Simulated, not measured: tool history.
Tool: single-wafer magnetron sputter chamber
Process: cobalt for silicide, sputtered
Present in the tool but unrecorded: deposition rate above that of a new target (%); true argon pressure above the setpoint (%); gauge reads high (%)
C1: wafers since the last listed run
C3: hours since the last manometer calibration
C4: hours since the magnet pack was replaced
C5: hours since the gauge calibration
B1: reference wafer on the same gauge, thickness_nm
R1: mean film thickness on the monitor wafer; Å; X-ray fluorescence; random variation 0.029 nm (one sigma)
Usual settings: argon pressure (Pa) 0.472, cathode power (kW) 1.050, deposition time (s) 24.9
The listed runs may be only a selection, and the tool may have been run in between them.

Run 1, hour 0.0: usual settings but cathode power (kW) 0.850, deposition time (s) 27.5; C1 0; wafers on the sputter target 4296; C3 926.1; C4 6323.2; C5 39.6; B1 14.297. Result: R1 121.82 Å.
Run 2, hour 8.9: usual settings but cathode power (kW) 1.200; C1 220; wafers on the sputter target 4517; C3 935.0; C4 6332.1; C5 48.5; B1 14.305. Result: R1 156.10 Å.
Run 3, hour 18.0: usual settings but cathode power (kW) 1.200; C1 225; wafers on the sputter target 4742; C3 944.1; C4 6341.2; C5 57.6; B1 14.288. Result: R1 155.51 Å.
Run 4, hour 31.5: usual settings; C1 333; wafers on the sputter target 5075; C3 957.6; C4 6354.7; C5 71.1; B1 14.297. Result: R1 136.05 Å.
Run 5, hour 40.0: usual settings; C1 210; wafers on the sputter target 5286; C3 966.1; C4 6363.2; C5 79.6; B1 14.292. Result: R1 136.38 Å.
Run 6, hour 55.7: usual settings; C1 388; wafers on the sputter target 5674; C3 981.8; C4 6378.9; C5 95.3; B1 14.303. Result: R1 135.74 Å.
Run 7, hour 72.0: usual settings; C1 403; wafers on the sputter target 6077; C3 998.1; C4 6395.2; C5 111.6; B1 14.299. Result: R1 136.00 Å.
Run 8, hour 85.6: usual settings; C1 336; wafers on the sputter target 6413; C3 1011.7; C4 6408.8; C5 125.2; B1 14.299. Result: R1 135.55 Å.
Run 9, hour 101.2: usual settings; C1 385; wafers on the sputter target 6799; C3 1027.3; C4 6424.4; C5 140.8; B1 14.295. Result: R1 135.31 Å.
At hour 109.4: sputter target and shields replaced.
At hour 114.6: capacitance manometer re-zeroed and calibrated.
Run 10, hour 115.1: usual settings but cathode power (kW) 0.900, deposition time (s) 21.5; C1 17; wafers on the sputter target 13; C3 0.5; C4 6438.3; C5 154.7; B1 14.297. Result: R1 102.51 Å.
Run 11, hour 123.2: usual settings but argon pressure (Pa) 0.558, cathode power (kW) 1.150, deposition time (s) 20.6; C1 200; wafers on the sputter target 213; C3 8.6; C4 6446.4; C5 162.8; B1 14.306. Result: R1 120.73 Å.
Run 12, hour 130.6: usual settings but argon pressure (Pa) 0.632, cathode power (kW) 1.150, deposition time (s) 28.7; C1 183; wafers on the sputter target 396; C3 16.0; C4 6453.8; C5 170.2; B1 14.306. Result: R1 161.22 Å.
Run 13, hour 142.2: usual settings but argon pressure (Pa) 0.366; C1 286; wafers on the sputter target 683; C3 27.6; C4 6465.4; C5 181.8; B1 14.297. Result: R1 146.45 Å.
Run 14, hour 155.6: usual settings; C1 331; wafers on the sputter target 1014; C3 41.0; C4 6478.8; C5 195.2; B1 14.304. Result: R1 137.92 Å.
At hour 164.2: gauge calibrated.
At hour 180.2: magnet pack replaced.
Run 15, hour 180.7: usual settings; C1 422; wafers on the sputter target 1437; C3 66.1; C4 0.5; C5 16.5; B1 14.292. Result: R1 137.79 Å.
Run 16, hour 189.4: usual settings but argon pressure (Pa) 0.618, cathode power (kW) 0.900; C1 215; wafers on the sputter target 1653; C3 74.8; C4 9.2; C5 25.2; B1 14.292. Result: R1 109.47 Å.
Run 17, hour 199.2: usual settings but argon pressure (Pa) 0.339, deposition time (s) 20.9; C1 242; wafers on the sputter target 1895; C3 84.6; C4 19.0; C5 35.0; B1 14.314. Result: R1 123.88 Å.
Run 18, hour 208.9: usual settings but argon pressure (Pa) 0.596; C1 239; wafers on the sputter target 2135; C3 94.3; C4 28.7; C5 44.7; B1 14.304. Result: R1 129.26 Å.
Run 19, hour 224.9: usual settings but argon pressure (Pa) 0.581, cathode power (kW) 1.200, deposition time (s) 27.1; C1 395; wafers on the sputter target 2530; C3 110.3; C4 44.7; C5 60.7; B1 14.294. Result: R1 161.66 Å.
Run 20, hour 231.9: usual settings but cathode power (kW) 0.900, deposition time (s) 20.4; C1 173; wafers on the sputter target 2704; C3 117.3; C4 51.7; C5 67.7; B1 14.299. Result: R1 96.26 Å.

Alternative continuations, all from the tool just after run 20; predict every row:
Run A, hour 232.3: usual settings; C1 9; wafers on the sputter target 2713; C3 117.7; C4 52.1; C5 68.1; B1 ?. Result: R1 ?.
Run B, hour 232.3: usual settings but argon pressure (Pa) 0.550, cathode power (kW) 0.850, deposition time (s) 28.2; C1 9; wafers on the sputter target 2713; C3 117.7; C4 52.1; C5 68.1; B1 ?. Result: R1 ?.
Run C, hour 232.3: usual settings but argon pressure (Pa) 0.368, cathode power (kW) 0.800; C1 9; wafers on the sputter target 2713; C3 117.7; C4 52.1; C5 68.1; B1 ?. Result: R1 ?.
Run D, hour 232.3: usual settings but argon pressure (Pa) 0.411; C1 9; wafers on the sputter target 2713; C3 117.7; C4 52.1; C5 68.1; B1 ?. Result: R1 ?.

run      B1      R1
  A  14.309  137.23
  B  14.309  120.93
  C  14.309  110.32
  D  14.309  141.60
Without the tool's unlogged condition, the same runs would have read:
run      R1
  A  138.76
  B  122.28
  C  111.55
  D  143.18

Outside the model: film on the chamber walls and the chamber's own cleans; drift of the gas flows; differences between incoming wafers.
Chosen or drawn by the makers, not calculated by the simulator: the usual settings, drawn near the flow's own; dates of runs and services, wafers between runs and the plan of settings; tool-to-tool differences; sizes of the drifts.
